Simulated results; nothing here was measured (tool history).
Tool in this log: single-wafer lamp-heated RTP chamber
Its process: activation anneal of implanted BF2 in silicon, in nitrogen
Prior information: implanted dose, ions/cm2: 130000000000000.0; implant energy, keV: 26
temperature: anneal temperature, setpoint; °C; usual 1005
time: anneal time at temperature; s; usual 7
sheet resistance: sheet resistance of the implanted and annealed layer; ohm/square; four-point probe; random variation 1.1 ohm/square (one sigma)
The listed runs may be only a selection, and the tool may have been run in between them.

run	day	temperature	time	read-back reference wafer on the same gauge, sheet resistance	sheet resistance
1	0.000	1014	7	768.56	726.74
2	1.104	1014	7	767.89	726.59
3	1.754	1014	7	767.71	726.25
4	2.308	1005	7	768.09	728.61
5	2.912	1005	7	767.99	728.55
6	4.208	1018	9	768.12	723.70
7	5.704	1005	10	767.86	728.97
8	6.292	1005	6	768.05	730.91
9	6.862	1005	6	767.59	729.20
10	7.879	1005	7	768.00	730.50
11	8.912	1025	7	767.95	724.03
12	10.854	1025	7	768.08	726.81
13	12.196	1025	7	768.56	724.41
14	12.954	1005	7	767.65	727.73
# day 14.071: reflector plate cleaned
15	14.262	1005	7	767.75	727.58
16	15.700	1005	7	767.56	727.78
17	16.404	1005	11	767.93	724.80
18	20.771	995	7	767.93	732.20
19	21.362	1023	3	768.33	728.81
20	21.975	1005	7	768.21	727.61
# day 23.008: pyrometer window cleaned and pyrometer calibrated
21	23.217	985	3	768.50	738.79
22	24.854	981	5	768.09	739.01
23	28.317	1005	7	768.48	728.86
24	29.121	1005	7	768.15	728.81
# day 29.300: gauge calibrated
25	29.712	992	11	767.84	729.84
26	30.596	981	10	767.70	737.32
27	31.238	991	4	768.31	736.18
28	32.058	1017	4	767.93	728.86
29	33.075	1031	11	768.06	723.28
30	34.404	990	7	767.86	732.99
31	35.758	978	7	767.82	740.39
32	36.867	1005	7	767.82	729.08
33	37.742	978	5	767.75	740.58
34	39.042	979	4	767.92	742.25
35	40.504	1022	5	767.91	725.89
36	41.175	977	3	767.62	744.53
37	42.412	1005	9	768.53	727.25
# day 42.754: reflector plate cleaned
38	43.683	997	10	767.48	728.34

Predict each of these 3 candidate next runs independently; none follows another, all start after run 38:
A	43.700	1005	7	?	?
B	43.700	986	7	?	?
C	43.700	1014	10	?	?

run	read-back reference wafer on the same gauge, sheet resistance	sheet resistance
A	767.62	727.31
B	767.62	733.64
C	767.62	724.06
With no hidden state in the tool, these same runs would have given:
run	sheet resistance
A	727.31
B	733.64
C	724.06
